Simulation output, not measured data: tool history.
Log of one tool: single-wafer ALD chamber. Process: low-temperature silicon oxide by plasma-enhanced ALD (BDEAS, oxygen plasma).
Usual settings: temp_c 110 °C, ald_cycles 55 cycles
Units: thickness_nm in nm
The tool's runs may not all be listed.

run	hour	temp_c	ald_cycles	read-back reference wafer on the same gauge, thickness_nm	thickness_nm
1	0.0	110	63	8.912	8.811
2	17.4	110	55	8.904	7.679
3	27.5	110	55	8.913	7.727
4	36.5	110	51	8.906	7.168
5	51.5	110	48	8.912	6.724
6	65.9	110	48	8.910	6.755
7	79.7	110	48	8.907	6.738
8	87.5	110	53	8.907	7.438
9	104.8	110	53	8.912	7.436
# hour 119.2: thermocouple changed; heater temperature recalibrated
10	119.7	110	55	8.910	7.718
11	124.2	110	55	8.910	7.724
12	140.9	124	55	8.911	7.515
# hour 147.6: gauge calibrated
13	149.3	115	48	8.919	6.687
14	160.2	102	64	8.914	9.154
15	176.7	100	47	8.902	6.704
16	188.4	110	55	8.915	7.731
17	195.5	96	65	8.909	9.406
18	206.0	105	46	8.910	6.491
19	213.9	110	55	8.909	7.724
20	229.2	110	45	8.908	6.326

What the log doesn't show, run by run:
wafer temperature above the value expected at the setpoint (K): 0 in every run
gauge reads high (%): 0 in every run
